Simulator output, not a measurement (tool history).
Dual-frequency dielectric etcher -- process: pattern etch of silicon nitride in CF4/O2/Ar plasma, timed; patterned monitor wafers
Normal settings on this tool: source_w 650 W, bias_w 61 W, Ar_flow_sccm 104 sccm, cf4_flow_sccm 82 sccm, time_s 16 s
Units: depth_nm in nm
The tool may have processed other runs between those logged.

run,day,source_w,bias_w,Ar_flow_sccm,cf4_flow_sccm,time_s,wafers since the last listed run,hours since the last wet clean,hours since the last source power generator calibration,hours since the last bias power generator calibration,hours since the last Ar flow controller change,hours since the last CF4 flow controller change,hours since the last upper electrode change,hours since the gauge calibration,"read-back reference wafer on the same gauge, depth_nm",depth_nm
1,0,520,61,104,82,16,0,4.2,49.7,2971.4,4259.2,1582,4684.3,1203.5,49.68,34.45
2,2.083,650,61,104,82,16,1045,54.2,99.7,3021.4,4309.2,1632,4734.3,1253.5,49.74,43.77
3,4.575,650,61,104,82,16,1249,114,159.5,3081.2,4369,1691.8,4794.1,1313.3,49.76,43.52
4,5.758,650,61,104,82,16,593,142.4,187.9,3109.6,4397.4,1720.2,4822.5,1341.7,49.69,43.54
# day 7.621: upper electrode replaced, of another model than before
# day 7.738: gauge calibrated
5,7.95,650,61,104,82,16,597,195,240.5,3162.2,4450,1772.8,7.9,5.1,49.77,43.5
6,9.008,650,61,97,94,13,530,220.4,265.9,3187.6,4475.4,1798.2,33.3,30.5,49.68,36.25
# day 13.433: bias power generator calibrated
7,13.475,650,61,104,82,16,2156,327.6,373.1,1,4582.6,1905.4,140.5,137.7,49.69,43.04
8,15.333,650,61,104,82,16,932,372.2,417.7,45.6,4627.2,1950,185.1,182.3,49.68,43.29
9,17.704,560,61,104,82,16,1189,429.1,474.6,102.5,4684.1,2006.9,242,239.2,49.71,38.45
# day 18.779: Ar flow controller replaced
# day 21.633: wet clean of the chamber
10,21.654,690,61,129,97,13.5,1354,0.5,569.4,197.3,69,2101.7,336.8,334,49.72,39.19
11,23.621,600,47,117,64,16,986,47.7,616.6,244.5,116.2,2148.9,384,381.2,49.8,31.67
# day 26.108: CF4 flow controller replaced
12,26.129,560,61,90,69,11.5,1132,107.9,676.8,304.7,176.4,0.5,444.2,441.4,49.8,27.27
13,28.25,510,71,90,82,19,1063,158.8,727.7,355.6,227.3,51.4,495.1,492.3,49.66,47.59
14,30.121,650,70,104,82,16,938,203.7,772.6,400.5,272.2,96.3,540,537.2,49.75,47.37
15,32.188,520,61,89,82,16,1036,253.3,822.2,450.1,321.8,145.9,589.6,586.8,49.74,36.79
16,36.721,650,72,104,62,16,2273,362.1,931,558.9,430.6,254.7,698.4,695.6,49.68,45.38
17,39.662,760,49,104,82,19.5,1475,432.7,1001.6,629.5,501.2,325.3,769,766.2,49.67,51.47
# day 41.133: wet clean of the chamber
18,41.358,590,61,104,97,17.5,349,5.4,1042.3,670.2,541.9,366,809.7,806.9,49.67,45.64
19,42.483,730,71,104,82,16,564,32.4,1069.3,697.2,568.9,393,836.7,833.9,49.68,52.22
20,44.354,650,61,91,82,16,938,77.3,1114.2,742.1,613.8,437.9,881.6,878.8,49.68,44.13
21,46.404,650,61,104,82,16,1028,126.5,1163.4,791.3,663,487.1,930.8,928,49.79,43.59
22,48.008,650,74,92,71,16,804,165,1201.9,829.8,701.5,525.6,969.3,966.5,49.75,48.11

Branching from run 22: 3 alternative next runs. What would each branch give?
A,48.025,650,61,104,82,16,8,165.4,1202.3,830.2,701.9,526,969.7,966.9,?,?
B,48.025,760,74,104,89,12,8,165.4,1202.3,830.2,701.9,526,969.7,966.9,?,?
C,48.025,510,66,104,68,16,8,165.4,1202.3,830.2,701.9,526,969.7,966.9,?,?

run,"read-back reference wafer on the same gauge, depth_nm",depth_nm
A,49.7,43.48
B,49.7,42.14
C,49.7,36.58
With no hidden state in the tool, these same runs would have given:
run,depth_nm
A,43.72
B,42.38
C,36.79

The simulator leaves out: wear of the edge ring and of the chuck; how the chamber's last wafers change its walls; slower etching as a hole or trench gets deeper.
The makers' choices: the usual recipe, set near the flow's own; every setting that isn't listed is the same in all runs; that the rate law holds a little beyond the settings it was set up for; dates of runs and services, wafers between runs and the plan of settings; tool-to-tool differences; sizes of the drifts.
